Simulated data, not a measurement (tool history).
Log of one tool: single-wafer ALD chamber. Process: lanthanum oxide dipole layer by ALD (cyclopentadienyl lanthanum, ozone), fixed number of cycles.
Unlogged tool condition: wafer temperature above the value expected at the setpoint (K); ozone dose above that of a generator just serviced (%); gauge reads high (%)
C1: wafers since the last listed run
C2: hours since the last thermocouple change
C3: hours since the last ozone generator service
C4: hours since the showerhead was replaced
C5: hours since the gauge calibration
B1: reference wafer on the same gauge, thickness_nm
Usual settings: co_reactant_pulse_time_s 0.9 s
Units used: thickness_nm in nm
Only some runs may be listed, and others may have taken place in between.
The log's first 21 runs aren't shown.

{"run": 22, "hour": 263.4, "co_reactant_pulse_time_s": 1.17, "C1": 171, "C2": 103.6, "C3": 991.3, "C4": 6297.4, "C5": 383.8, "B1": 0.565, "thickness_nm": 0.463}
{"hour": 276.9, "done": "ozone generator serviced"}
{"hour": 300.7, "done": "gauge calibrated"}
{"run": 23, "hour": 312.7, "co_reactant_pulse_time_s": 1.14, "C1": 549, "C2": 152.9, "C3": 35.8, "C4": 6346.7, "C5": 12, "B1": 0.564, "thickness_nm": 0.524}
{"hour": 325.6, "done": "showerhead replaced"}
{"run": 24, "hour": 326.1, "co_reactant_pulse_time_s": 1.16, "C1": 71, "C2": 166.3, "C3": 49.2, "C4": 0.5, "C5": 25.4, "B1": 0.566, "thickness_nm": 0.528}
{"run": 25, "hour": 342.3, "co_reactant_pulse_time_s": 1.07, "C1": 215, "C2": 182.5, "C3": 65.4, "C4": 16.7, "C5": 41.6, "B1": 0.564, "thickness_nm": 0.52}
{"run": 26, "hour": 353.6, "co_reactant_pulse_time_s": 0.65, "C1": 150, "C2": 193.8, "C3": 76.7, "C4": 28, "C5": 52.9, "B1": 0.564, "thickness_nm": 0.438}
{"run": 27, "hour": 361.7, "co_reactant_pulse_time_s": 0.9, "C1": 107, "C2": 201.9, "C3": 84.8, "C4": 36.1, "C5": 61, "B1": 0.564, "thickness_nm": 0.491}
{"run": 28, "hour": 379.6, "co_reactant_pulse_time_s": 0.6, "C1": 237, "C2": 219.8, "C3": 102.7, "C4": 54, "C5": 78.9, "B1": 0.565, "thickness_nm": 0.436}
{"run": 29, "hour": 424.4, "co_reactant_pulse_time_s": 0.79, "C1": 595, "C2": 264.6, "C3": 147.5, "C4": 98.8, "C5": 123.7, "B1": 0.567, "thickness_nm": 0.47}
{"run": 30, "hour": 437.7, "co_reactant_pulse_time_s": 0.63, "C1": 176, "C2": 277.9, "C3": 160.8, "C4": 112.1, "C5": 137, "B1": 0.565, "thickness_nm": 0.443}
{"run": 31, "hour": 451.9, "co_reactant_pulse_time_s": 1.21, "C1": 188, "C2": 292.1, "C3": 175, "C4": 126.3, "C5": 151.2, "B1": 0.565, "thickness_nm": 0.529}
{"run": 32, "hour": 466.0, "co_reactant_pulse_time_s": 1.06, "C1": 187, "C2": 306.2, "C3": 189.1, "C4": 140.4, "C5": 165.3, "B1": 0.564, "thickness_nm": 0.506}

Branching from run 32: 5 alternative next runs. What would each branch give?
{"run": "A", "hour": 466.4, "co_reactant_pulse_time_s": 0.9, "C1": 5, "C2": 306.6, "C3": 189.5, "C4": 140.8, "C5": 165.7, "B1": "?", "thickness_nm": "?"}
{"run": "B", "hour": 466.4, "co_reactant_pulse_time_s": 0.58, "C1": 5, "C2": 306.6, "C3": 189.5, "C4": 140.8, "C5": 165.7, "B1": "?", "thickness_nm": "?"}
{"run": "C", "hour": 466.4, "co_reactant_pulse_time_s": 0.71, "C1": 5, "C2": 306.6, "C3": 189.5, "C4": 140.8, "C5": 165.7, "B1": "?", "thickness_nm": "?"}
{"run": "D", "hour": 466.4, "co_reactant_pulse_time_s": 1.01, "C1": 5, "C2": 306.6, "C3": 189.5, "C4": 140.8, "C5": 165.7, "B1": "?", "thickness_nm": "?"}
{"run": "E", "hour": 466.4, "co_reactant_pulse_time_s": 0.55, "C1": 5, "C2": 306.6, "C3": 189.5, "C4": 140.8, "C5": 165.7, "B1": "?", "thickness_nm": "?"}

run=A B1=0.566 thickness_nm=0.493
run=B B1=0.566 thickness_nm=0.426
run=C B1=0.566 thickness_nm=0.457
run=D B1=0.566 thickness_nm=0.509
run=E B1=0.566 thickness_nm=0.418
What these runs would have given with no unlogged condition in the tool:
run=A thickness_nm=0.499
run=B thickness_nm=0.434
run=C thickness_nm=0.465
run=D thickness_nm=0.515
run=E thickness_nm=0.426

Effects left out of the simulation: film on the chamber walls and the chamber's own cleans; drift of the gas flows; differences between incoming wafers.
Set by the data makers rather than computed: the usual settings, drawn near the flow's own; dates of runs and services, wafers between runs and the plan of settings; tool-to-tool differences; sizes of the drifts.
